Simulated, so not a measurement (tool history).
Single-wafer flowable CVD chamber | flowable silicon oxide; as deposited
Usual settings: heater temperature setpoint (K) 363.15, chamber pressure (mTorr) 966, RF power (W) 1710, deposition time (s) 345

run   hour  heater temperature setpoint (K)  chamber pressure (mTorr)  RF power (W)  deposition time (s)  wafers since the last listed run  hours since the last thermocouple change  hours since the last RF generator calibration  hours since the last manometer calibration  hours since the showerhead was replaced  hours since the gauge calibration  read-back reference wafer on the same gauge, thickness_nm  mean film thickness on the monitor wafer (Å)
  1      0                           363.15                       966          1710                  345                                 0                                    1990.8                                            0.4                                      1071.2                                   5977.9                              847.8                                                    349.996                                       3700.88
  2   24.9                           363.15                       966          1710                  345                               174                                    2015.7                                           25.3                                      1096.1                                   6002.8                              872.7                                                    350.044                                       3706.27
  3   57.6                           363.15                       966          1710                  345                               228                                    2048.4                                             58                                      1128.8                                   6035.5                              905.4                                                    350.053                                        3693.2
  4   76.8                           363.15                       966          1710                  345                               134                                    2067.6                                           77.2                                        1148                                   6054.7                              924.6                                                    349.965                                       3694.05
      78.8  -- gauge calibrated
  5     91                           363.15                       966          1710                  345                                99                                    2081.8                                           91.4                                      1162.2                                   6068.9                               12.2                                                    350.002                                       3707.87
  6  114.3                           363.15                       966          1710                  345                               162                                    2105.1                                          114.7                                      1185.5                                   6092.2                               35.5                                                    350.036                                       3709.34
     135.6  -- thermocouple changed; heater temperature recalibrated
  7  136.1                           363.15                       966          1710                  345                                96                                       0.5                                          136.5                                      1207.3                                     6114                               57.3                                                     349.93                                       3705.11
  8  162.6                           363.15                       966          1710                  345                               185                                        27                                            163                                      1233.8                                   6140.5                               83.8                                                    349.936                                       3695.53
  9  194.2                           363.15                       966          1710                  312                               220                                      58.6                                          194.6                                      1265.4                                   6172.1                              115.4                                                    350.149                                       3355.21
 10  215.5                           363.15                      1195          1920                  325                               148                                      79.9                                          215.9                                      1286.7                                   6193.4                              136.7                                                    350.098                                       4341.82
 11  243.2                           353.15                       866          1710                  305                               193                                     107.6                                          243.6                                      1314.4                                   6221.1                              164.4                                                    350.048                                       3828.54
 12  275.9                           367.15                       891          1545                  345                               228                                     140.3                                          276.3                                      1347.1                                   6253.8                              197.1                                                    349.925                                       2993.42
 13  292.7                           363.15                      1051          1710                  345                               117                                     157.1                                          293.1                                      1363.9                                   6270.6                              213.9                                                    350.012                                       4024.06
 14    305                           363.15                      1207          1525                  280                                85                                     169.4                                          305.4                                      1376.2                                   6282.9                              226.2                                                    349.996                                       3662.54
     322.1  -- capacitance manometer re-zeroed and calibrated
 15  349.8                           363.15                       752          1380                  387                               257                                     214.2                                          350.2                                        27.7                                   6327.7                                271                                                    349.913                                       3046.47
     364.4  -- showerhead replaced, of another model than before
 16  384.7                           363.15                       966          1985                  305                               188                                     249.1                                          385.1                                        62.6                                     20.3                              305.9                                                    349.941                                       3300.71
 17  413.7                           376.15                      1052          1710                  396                               202                                     278.1                                          414.1                                        91.6                                     49.3                              334.9                                                    350.012                                       3024.78
 18  432.7                           354.15                      1040          1875                  376                               132                                     297.1                                          433.1                                       110.6                                     68.3                              353.9                                                    349.962                                       5385.64
 19  461.8                           363.15                       966          1710                  345                               203                                     326.2                                          462.2                                       139.7                                     97.4                                383                                                    350.047                                       3606.74
 20  493.7                           375.15                      1060          1710                  289                               223                                     358.1                                          494.1                                       171.6                                    129.3                              414.9                                                    349.986                                       2307.55
 21  511.3                           363.15                       966          1445                  345                               123                                     375.7                                          511.7                                       189.2                                    146.9                              432.5                                                    349.837                                       3484.75
 22    529                           358.15                      1045          1520                  409                               123                                     393.4                                          529.4                                       206.9                                    164.6                              450.2                                                    349.955                                       5096.26
 23  559.1                           363.15                       966          1710                  345                               210                                     423.5                                          559.5                                         237                                    194.7                              480.3                                                    349.906                                       3615.58
 24  573.9                           352.15                       966          1810                  308                               103                                     438.3                                          574.3                                       251.8                                    209.5                              495.1                                                    349.926                                       4388.68
 25  587.3                           363.15                       966          2020                  386                                93                                     451.7                                          587.7                                       265.2                                    222.9                              508.5                                                    349.885                                       4196.72
 26  607.2                           351.15                       966          1890                  301                               139                                     471.6                                          607.6                                       285.1                                    242.8                              528.4                                                    349.955                                       4422.06
 27  692.5                           363.15                       966          1710                  345                               596                                     556.9                                          692.9                                       370.4                                    328.1                              613.7                                                    349.867                                       3637.88

The tool's hidden state at each run:
wafer temperature above the value expected at the setpoint (K): 0 in every run
delivered RF power above the setpoint (%): 0 in every run
gauge reads high (%): 0 in every run
H1: true pressure above the setpoint (%)
run      H1
  1    2.49
  2     2.5
  3    2.52
  4    2.53
  5    2.54
  6    2.55
  7    2.56
  8    2.57
  9    2.58
 10    2.59
 11     2.6
 12    2.61
 13    2.62
 14    2.62
 15  -0.115
 16  0.0631
 17   0.201
 18   0.287
 19   0.413
 20   0.542
 21    0.61
 22   0.676
 23   0.782
 24   0.832
 25   0.876
 26   0.938
 27    1.18
